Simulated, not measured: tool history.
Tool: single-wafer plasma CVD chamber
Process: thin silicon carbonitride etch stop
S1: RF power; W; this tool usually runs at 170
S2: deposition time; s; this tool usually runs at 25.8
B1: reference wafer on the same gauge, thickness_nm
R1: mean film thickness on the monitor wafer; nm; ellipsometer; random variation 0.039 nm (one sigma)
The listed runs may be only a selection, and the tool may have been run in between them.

run 1 hour=0.0 | S1=170 S2=25.8 | B1=17.204 | R1=14.469
run 2 hour=106.5 | S1=170 S2=25.8 | B1=17.198 | R1=14.544
run 3 hour=196.4 | S1=180 S2=25.8 | B1=17.209 | R1=14.748
run 4 hour=270.9 | S1=180 S2=25.8 | B1=17.193 | R1=14.792
-- hour=292.8 gauge calibrated
run 5 hour=351.7 | S1=180 S2=25.8 | B1=17.214 | R1=14.718
-- hour=411.2 RF generator calibrated
-- hour=428.1 thermocouple changed; heater temperature recalibrated
run 6 hour=429.0 | S1=170 S2=29.6 | B1=17.198 | R1=16.319
-- hour=454.3 showerhead replaced
run 7 hour=472.8 | S1=145 S2=25.8 | B1=17.204 | R1=13.541
run 8 hour=538.3 | S1=170 S2=25.8 | B1=17.196 | R1=14.175
run 9 hour=615.4 | S1=195 S2=25.8 | B1=17.198 | R1=14.888
-- hour=649.8 RF generator calibrated, repeated, since the last time left the tool worse
run 10 hour=669.6 | S1=200 S2=22.2 | B1=17.201 | R1=13.399
run 11 hour=741.9 | S1=180 S2=30.9 | B1=17.197 | R1=17.988

For run 12, what comes out?
run 12 hour=846.4 | S1=195 S2=25.8 | B1=? | R1=?

B1: 17.196
R1: 15.391 nm
On a tool with no hidden condition, and with the same random variation, this run would have come out at R1 15.408 nm.

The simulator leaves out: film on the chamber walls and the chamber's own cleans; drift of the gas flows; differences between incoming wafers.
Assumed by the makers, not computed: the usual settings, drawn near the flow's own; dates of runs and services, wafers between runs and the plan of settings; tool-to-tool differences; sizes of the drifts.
